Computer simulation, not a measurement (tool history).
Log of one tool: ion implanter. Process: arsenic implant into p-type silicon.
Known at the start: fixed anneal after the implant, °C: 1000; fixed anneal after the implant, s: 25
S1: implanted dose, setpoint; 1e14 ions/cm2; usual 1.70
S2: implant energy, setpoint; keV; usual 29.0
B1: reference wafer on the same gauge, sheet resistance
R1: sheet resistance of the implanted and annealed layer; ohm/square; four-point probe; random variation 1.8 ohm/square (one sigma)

run	hour	S1	S2	B1	R1
1	0.0	1.83	25.0	382.14	426.93
2	12.2	1.83	25.0	382.10	425.32
3	22.8	1.70	29.0	381.72	441.66
4	35.8	1.70	29.0	381.41	437.48
5	44.9	1.70	29.0	381.82	439.56
6	57.4	1.70	32.0	382.05	432.08
7	74.2	1.70	32.0	382.29	434.69
# hour 96.7: extraction supply calibrated
8	97.2	1.70	32.0	382.16	429.89
9	100.7	1.70	29.0	382.15	440.28
10	116.2	1.70	29.0	382.10	440.30
11	126.1	1.70	29.0	382.07	439.67
12	139.8	1.70	29.0	381.94	440.80
13	146.0	1.70	29.0	382.04	440.68
14	161.2	1.70	29.0	381.89	440.90
15	170.9	1.70	26.0	382.34	444.36
# hour 191.7: Faraday cup replaced and dose calibrated
16	192.2	1.70	29.0	382.15	441.15
17	200.0	1.29	26.0	381.97	543.44
18	208.8	1.70	25.0	382.36	452.56
19	215.5	1.27	35.0	382.46	523.45
20	222.5	2.03	24.0	381.65	397.17
21	245.9	2.01	23.0	381.98	401.14
22	257.5	2.19	35.0	381.65	357.05
23	266.9	2.15	38.5	382.20	353.82
24	289.7	1.92	22.0	382.06	418.65
25	302.3	1.70	34.0	382.73	425.48
# hour 310.9: gauge calibrated
26	316.9	1.70	29.0	382.33	440.20
27	328.9	1.93	33.0	381.60	392.62
28	345.1	2.17	29.0	381.98	368.69
29	362.4	2.18	21.0	381.90	384.15
30	369.3	1.36	37.0	382.37	492.08
31	377.0	1.83	25.0	382.57	426.41
32	392.2	2.12	26.0	382.25	378.63
33	399.3	1.29	26.0	382.33	546.52
34	408.4	2.07	38.0	381.79	364.15
35	417.8	1.26	36.5	382.37	518.91
36	428.8	2.20	20.0	382.18	381.54
37	445.3	1.70	32.0	381.57	431.90

Forecast each of these 5 alternatives for the next run:
A	445.7	1.70	29.0	?	?
B	445.7	2.00	21.0	?	?
C	445.7	2.06	37.0	?	?
D	445.7	1.34	29.0	?	?
E	445.7	1.70	23.0	?	?

run	B1	R1
A	381.88	439.68
B	381.88	409.55
C	381.88	368.22
D	381.88	521.12
E	381.88	455.78
Without the tool's hidden state the same runs would have given:
run	R1
A	439.68
B	409.55
C	368.22
D	521.12
E	455.78
